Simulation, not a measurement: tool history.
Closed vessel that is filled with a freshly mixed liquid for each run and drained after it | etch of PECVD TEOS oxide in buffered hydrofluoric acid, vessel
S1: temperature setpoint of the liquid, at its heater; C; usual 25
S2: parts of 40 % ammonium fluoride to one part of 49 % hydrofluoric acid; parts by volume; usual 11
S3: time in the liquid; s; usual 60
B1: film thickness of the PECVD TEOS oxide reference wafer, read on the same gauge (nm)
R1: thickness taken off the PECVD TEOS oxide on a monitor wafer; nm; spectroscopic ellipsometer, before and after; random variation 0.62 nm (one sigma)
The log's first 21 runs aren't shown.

run    hour    S1  S2  S3     B1      R1
 22  1219.3    30   8  80     50  181.95
 23  1247.7    22  11  35  50.01   38.55
     1252.4  -- gauge calibrated
 24  1288.1    25  11  60     50   76.79
 25  1336.1  22.5   7  60     50  103.32
 26  1368.6    25  11  60  49.99   76.05
 27  1396.3    25  11  95  50.04  123.07
     1436.1  -- hydrofluoric acid flow meter replaced
 28  1456.7  26.5   9  80  49.98  138.41
 29  1492.4    25  11  60  50.03   80.84
 30  1662.4    30   8  80  50.02  187.88
 31  1712.5    22  11  40  50.03   45.07
 32  1855.8  28.5  11  60  49.97   97.64

Forecast each of these 5 alternatives for the next run:
  A  1856.5  25    11  35   ?   ?
  B  1856.5  23  15.5  60   ?   ?
  C  1856.5  23    11  60   ?   ?
  D  1856.5  21   8.5  90   ?   ?
  E  1856.5  25     7  50   ?   ?

run  B1      R1
  A  50   46.22
  B  50   50.77
  C  50   71.05
  D  50  118.69
  E  50  101.31
Without the tool's hidden state the same runs would have given:
run      R1
  A   47.52
  B    52.2
  C   73.04
  D  122.39
  E  104.45
